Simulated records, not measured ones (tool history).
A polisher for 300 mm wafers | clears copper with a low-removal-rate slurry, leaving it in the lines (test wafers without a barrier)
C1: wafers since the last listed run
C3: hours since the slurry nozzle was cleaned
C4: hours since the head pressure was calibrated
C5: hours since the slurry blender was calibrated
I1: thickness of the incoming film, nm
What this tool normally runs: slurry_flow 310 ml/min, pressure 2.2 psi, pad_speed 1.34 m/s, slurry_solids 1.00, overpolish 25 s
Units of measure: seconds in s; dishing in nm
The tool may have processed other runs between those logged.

Run 1, hour 0.0: usual settings but pressure 1.9 psi; C1 0; wafers polished on this pad 3901; C3 345.8; C4 278.9; C5 329.9; I1 207.1. Result: seconds 80.3 s, dishing 35.8 nm.
Run 2, hour 26.9: usual settings but pressure 1.9 psi; C1 311; wafers polished on this pad 4213; C3 372.7; C4 305.8; C5 356.8; I1 208.1. Result: seconds 84.2 s, dishing 37.3 nm.
At hour 53.3: slurry nozzle cleaned.
Run 3, hour 74.0: usual settings but pressure 2.4 psi, slurry_solids 0.75; C1 533; wafers polished on this pad 4746; C3 20.7; C4 352.9; C5 403.9; I1 212.1. Result: seconds 78.1 s, dishing 38.5 nm.
Run 4, hour 102.6: usual settings; C1 330; wafers polished on this pad 5077; C3 49.3; C4 381.5; C5 432.5; I1 210.0. Result: seconds 78.5 s, dishing 38.4 nm.
At hour 110.9: worn pad replaced by a new one.
At hour 116.6: slurry blender recalibrated.
Run 5, hour 143.0: usual settings but pad_speed 1.44 m/s, slurry_solids 1.10; C1 397; wafers polished on this pad 348; C3 89.7; C4 421.9; C5 26.4; I1 208.2. Result: seconds 64.4 s, dishing 47.1 nm.
Run 6, hour 176.0: usual settings but overpolish 33 s; C1 381; wafers polished on this pad 729; C3 122.7; C4 454.9; C5 59.4; I1 207.8. Result: seconds 69.6 s, dishing 52.4 nm.
Run 7, hour 231.6: usual settings but slurry_flow 420 ml/min, pressure 1.8 psi, slurry_solids 0.75; C1 643; wafers polished on this pad 1373; C3 178.3; C4 510.5; C5 115.0; I1 211.8. Result: seconds 83.8 s, dishing 35.8 nm.
Run 8, hour 257.5: usual settings but slurry_flow 410 ml/min; C1 299; wafers polished on this pad 1672; C3 204.2; C4 536.4; C5 140.9; I1 206.7. Result: seconds 67.6 s, dishing 41.5 nm.
Run 9, hour 318.8: usual settings but pressure 2.6 psi, pad_speed 1.72 m/s, overpolish 18 s; C1 709; wafers polished on this pad 2382; C3 265.5; C4 597.7; C5 202.2; I1 208.2. Result: seconds 52.0 s, dishing 40.0 nm.
Run 10, hour 370.8: usual settings; C1 601; wafers polished on this pad 2983; C3 317.5; C4 649.7; C5 254.2; I1 210.7. Result: seconds 72.9 s, dishing 42.5 nm.
Run 11, hour 408.1: usual settings but slurry_flow 280 ml/min, pad_speed 1.04 m/s, slurry_solids 1.25; C1 431; wafers polished on this pad 3415; C3 354.8; C4 687.0; C5 291.5; I1 209.7. Result: seconds 87.9 s, dishing 35.5 nm.
Run 12, hour 465.1: usual settings but pad_speed 1.20 m/s, overpolish 17 s; C1 659; wafers polished on this pad 4074; C3 411.8; C4 744.0; C5 348.5; I1 209.4. Result: seconds 81.2 s, dishing 27.3 nm.
At hour 513.8: slurry nozzle cleaned.
Run 13, hour 527.4: usual settings but pressure 2.0 psi, overpolish 33 s; C1 709; wafers polished on this pad 4783; C3 13.6; C4 806.3; C5 410.8; I1 211.7. Result: seconds 84.1 s, dishing 43.9 nm.
Run 14, hour 593.5: usual settings but slurry_flow 420 ml/min, pressure 1.8 psi, slurry_solids 0.75; C1 764; wafers polished on this pad 5548; C3 79.7; C4 872.4; C5 476.9; I1 207.6. Result: seconds 98.4 s, dishing 31.9 nm.

Predict the results of run 15:
At hour 603.2: slurry blender recalibrated.
At hour 638.7: worn pad replaced by a new one.
Run 15, hour 641.8: usual settings but slurry_flow 270 ml/min, overpolish 34 s; C1 489; wafers polished on this pad 36; C3 128.0; C4 920.7; C5 38.6; I1 211.2. Result: seconds ?, dishing ?.

seconds: 68.4 s
dishing: 54.0 nm
On a tool with no hidden condition, and with the same random variation, this run would have come out at seconds 67.7 s, dishing 54.3 nm.
